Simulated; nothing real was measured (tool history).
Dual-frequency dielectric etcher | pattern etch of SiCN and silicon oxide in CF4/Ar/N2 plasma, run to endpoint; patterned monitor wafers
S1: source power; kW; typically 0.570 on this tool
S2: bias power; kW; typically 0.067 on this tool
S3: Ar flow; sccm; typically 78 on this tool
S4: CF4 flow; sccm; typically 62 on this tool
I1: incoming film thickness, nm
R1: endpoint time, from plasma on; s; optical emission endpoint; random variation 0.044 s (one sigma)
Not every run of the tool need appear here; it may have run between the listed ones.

Run 1, hour 0.0: usual settings; I1 9.86. Result: R1 8.9 s.
Run 2, hour 9.0: usual settings; I1 9.75. Result: R1 8.8 s.
Run 3, hour 16.5: usual settings but S1 0.670 kW; I1 9.71. Result: R1 7.4 s.
Run 4, hour 26.9: usual settings but S1 0.670 kW; I1 9.80. Result: R1 7.4 s.
Run 5, hour 42.2: usual settings; I1 9.76. Result: R1 8.8 s.
Run 6, hour 58.8: usual settings; I1 9.79. Result: R1 8.9 s.
Run 7, hour 76.4: usual settings but S4 68 sccm; I1 9.83. Result: R1 8.7 s.
Run 8, hour 83.6: usual settings but S4 68 sccm; I1 9.67. Result: R1 8.5 s.
At hour 118.4: CF4 flow controller replaced.
At hour 139.8: upper electrode replaced.
At hour 155.1: wet clean of the chamber.
At hour 157.2: Ar flow controller replaced.
Run 9, hour 157.7: usual settings; I1 9.80. Result: R1 9.2 s.
Run 10, hour 158.0: usual settings; I1 9.90. Result: R1 9.3 s.
Run 11, hour 158.3: usual settings but S2 0.053 kW, S3 88 sccm; I1 9.83. Result: R1 10.5 s.
Run 12, hour 158.7: usual settings but S1 0.630 kW, S3 84 sccm, S4 54 sccm; I1 9.70. Result: R1 8.4 s.
Run 13, hour 159.0: usual settings but S1 0.450 kW, S2 0.084 kW, S3 87 sccm, S4 49 sccm; I1 9.83. Result: R1 11.5 s.
Run 14, hour 161.5: usual settings; I1 9.73. Result: R1 9.1 s.
Run 15, hour 168.0: usual settings but S4 70 sccm; I1 9.79. Result: R1 9.0 s.
Run 16, hour 175.3: usual settings but S1 0.630 kW; I1 9.83. Result: R1 8.3 s.
Run 17, hour 186.1: usual settings; I1 9.86. Result: R1 9.3 s.
At hour 204.0: source power generator calibrated.
At hour 210.9: bias power generator calibrated.
Run 18, hour 211.4: usual settings but S2 0.084 kW, S4 50 sccm; I1 9.76. Result: R1 8.6 s.
Run 19, hour 259.7: usual settings but S2 0.057 kW, S4 72 sccm; I1 9.81. Result: R1 9.6 s.
Run 20, hour 275.5: usual settings but S1 0.670 kW, S3 70 sccm, S4 52 sccm; I1 9.80. Result: R1 7.7 s.

Branching from run 20: 3 alternative next runs. What would each branch give?
Run A, hour 275.9: usual settings; I1 9.77. Result: R1 ?.
Run B, hour 275.9: usual settings but S4 57 sccm; I1 9.77. Result: R1 ?.
Run C, hour 275.9: usual settings but S1 0.650 kW, S4 51 sccm; I1 9.77. Result: R1 ?.

run   R1
  A  9.2
  B  9.3
  C  8.2
With no hidden state in the tool, these same runs would have given:
run   R1
  A  9.3
  B  9.4
  C  8.3
